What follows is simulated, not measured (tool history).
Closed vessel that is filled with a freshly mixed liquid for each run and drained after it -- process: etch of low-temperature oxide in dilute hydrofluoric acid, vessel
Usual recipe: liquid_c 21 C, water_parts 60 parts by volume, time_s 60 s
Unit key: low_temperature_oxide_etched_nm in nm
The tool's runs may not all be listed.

run,hour,liquid_c,water_parts,time_s,"read-back film thickness of the low-temperature oxide reference wafer, read on the same gauge (nm)",low_temperature_oxide_etched_nm
1,0,21,60,60,30.01,18.02
2,45.5,21,60,60,30,18.08
3,115.6,21,60,60,29.99,18.23
4,171.2,17.5,60,40,30,10.63
5,264.8,21,60,60,29.98,18.55
6,334.2,21,60,60,30.03,18.93
7,368.2,21,60,60,29.98,18.74
8,437.9,21,60,60,29.99,18.88
9,487.1,21,60,60,29.99,19.44
10,536.8,21,60,60,30.02,19.08
11,606.5,18,60,45,30.02,13.02
12,635.9,18,60,45,30.02,12.8
13,705.4,18,60,45,30,13.04
14,732,21,60,60,30.01,19.75
# hour 805: hydrofluoric acid flow meter replaced
15,883.8,21,60,60,29.99,17.94
16,942.7,21,40,40,29.98,18.14
17,968.3,22.5,85,60,29.97,13.12
18,1031.5,21,60,60,30.01,18.23
19,1096.9,21,60,60,30.01,18.47
# hour 1113.5: thermometer replaced
20,1131.6,21,75,60,29.98,14.46
21,1168.1,21,60,60,30.02,18.46
22,1219.1,21,40,70,29.98,32.63
23,1282.2,21,60,60,29.99,18.47
24,1350.5,17.5,45,40,29.98,14.74
25,1389.6,17,60,40,30.02,10.74
# hour 1415.3: gauge calibrated
26,1444.2,21,80,30,30,6.98
# hour 1559: hydrofluoric acid flow meter replaced
27,1635.6,21,40,85,30.03,38.79
28,1699.2,19.5,60,60,30,16.78
29,1752.9,18,60,45,30.01,11.81
30,1812.1,25.5,60,60,30.01,21.81
31,1862,22.5,85,35,30.01,7.8
32,1906.3,21,60,60,29.99,18.4

Measured minus without-hidden-state, run by run (identical run-to-run variation in each term; gauge scatter may differ):
The tool's hidden condition here consists of: liquid colder than its thermometer reads (K); hydrofluoric acid flow above the setpoint (%); gauge reads high (%).
run,low_temperature_oxide_etched_nm
1,+0.35
2,+0.46
3,+0.63
4,+0.45
5,+1
6,+1.17
7,+1.24
8,+1.42
9,+1.56
10,+1.65
11,+1.23
12,+1.24
13,+1.37
14,+2.15
15,+0.21
16,+0.36
17,+0.31
18,+0.58
19,+0.74
20,+0.65
21,+0.9
22,+1.77
23,+1.16
24,+1.03
25,+0.81
26,+0.59
27,+0.58
28,+0.4
29,+0.36
30,+0.85
31,+0.36
32,+0.93

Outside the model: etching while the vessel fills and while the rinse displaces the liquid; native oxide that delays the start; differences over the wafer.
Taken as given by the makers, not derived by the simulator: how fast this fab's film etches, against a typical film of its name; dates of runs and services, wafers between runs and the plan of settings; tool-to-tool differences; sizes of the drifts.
